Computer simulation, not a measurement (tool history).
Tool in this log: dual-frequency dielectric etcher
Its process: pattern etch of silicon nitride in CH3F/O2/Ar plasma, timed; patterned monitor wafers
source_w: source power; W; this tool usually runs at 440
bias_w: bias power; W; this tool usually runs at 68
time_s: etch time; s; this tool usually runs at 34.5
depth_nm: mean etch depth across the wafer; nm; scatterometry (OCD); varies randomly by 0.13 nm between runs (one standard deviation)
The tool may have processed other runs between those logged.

run,day,source_w,bias_w,time_s,wafers since the last listed run,hours since the last wet clean,hours since the last source power generator calibration,hours since the last bias power generator calibration,hours since the last upper electrode change,hours since the gauge calibration,"read-back reference wafer on the same gauge, depth_nm",depth_nm
1,0.000,440,68,34.5,0,182.4,721.9,3733.0,3042.5,791.1,20.66,25.26
2,1.625,440,68,34.5,401,221.4,760.9,3772.0,3081.5,830.1,20.62,25.60
3,4.267,440,68,34.5,651,284.8,824.3,3835.4,3144.9,893.5,20.59,25.17
# day 4.829: gauge calibrated
4,6.442,440,68,34.5,536,337.0,876.5,3887.6,3197.1,38.7,20.60,25.65
5,8.604,440,68,34.5,533,388.9,928.4,3939.5,3249.0,90.6,20.64,25.55
6,12.638,440,68,29.0,995,485.7,1025.2,4036.3,3345.8,187.4,20.62,21.92
7,16.354,440,68,29.0,917,574.9,1114.4,4125.5,3435.0,276.6,20.57,21.98
# day 19.212: wet clean of the chamber
8,20.454,440,68,29.0,764,29.8,1212.8,4223.9,3533.4,375.0,20.61,21.01
9,22.217,440,68,34.5,434,72.1,1255.1,4266.2,3575.7,417.3,20.60,25.14
10,24.612,490,76,37.5,591,129.6,1312.6,4323.7,3633.2,474.8,20.57,29.14
11,27.404,440,68,34.5,688,196.6,1379.6,4390.7,3700.2,541.8,20.59,25.38
# day 29.062: source power generator calibrated
12,30.125,340,68,34.5,630,261.9,25.5,4456.0,3765.5,607.1,20.59,23.93
13,34.200,510,68,34.5,1005,359.7,123.3,4553.8,3863.3,704.9,20.59,26.59
# day 37.983: upper electrode replaced
# day 39.038: gauge calibrated
# day 41.825: bias power generator calibrated
# day 42.617: wet clean of the chamber
14,47.025,360,83,37.0,2681,105.8,431.1,124.8,217.0,191.7,20.63,27.65
15,51.417,440,61,34.5,1083,211.2,536.5,230.2,322.4,297.1,20.62,24.74
16,55.762,440,68,34.5,1072,315.5,640.8,334.5,426.7,401.4,20.62,25.82
17,59.683,380,78,40.0,967,409.6,734.9,428.6,520.8,495.5,20.59,30.47
18,63.358,440,68,34.5,906,497.8,823.1,516.8,609.0,583.7,20.60,26.13

3 ways to go on from here, each from the tool as it stands after run 18. What would each give?
A,63.375,440,68,34.5,4,498.2,823.5,517.2,609.4,584.1,?,?
B,63.375,350,68,34.5,4,498.2,823.5,517.2,609.4,584.1,?,?
C,63.375,440,62,27.5,4,498.2,823.5,517.2,609.4,584.1,?,?

run,"read-back reference wafer on the same gauge, depth_nm",depth_nm
A,20.62,26.26
B,20.62,24.83
C,20.62,20.30
Had the tool no hidden state, the same runs would have come out as:
run,depth_nm
A,25.17
B,23.80
C,19.45
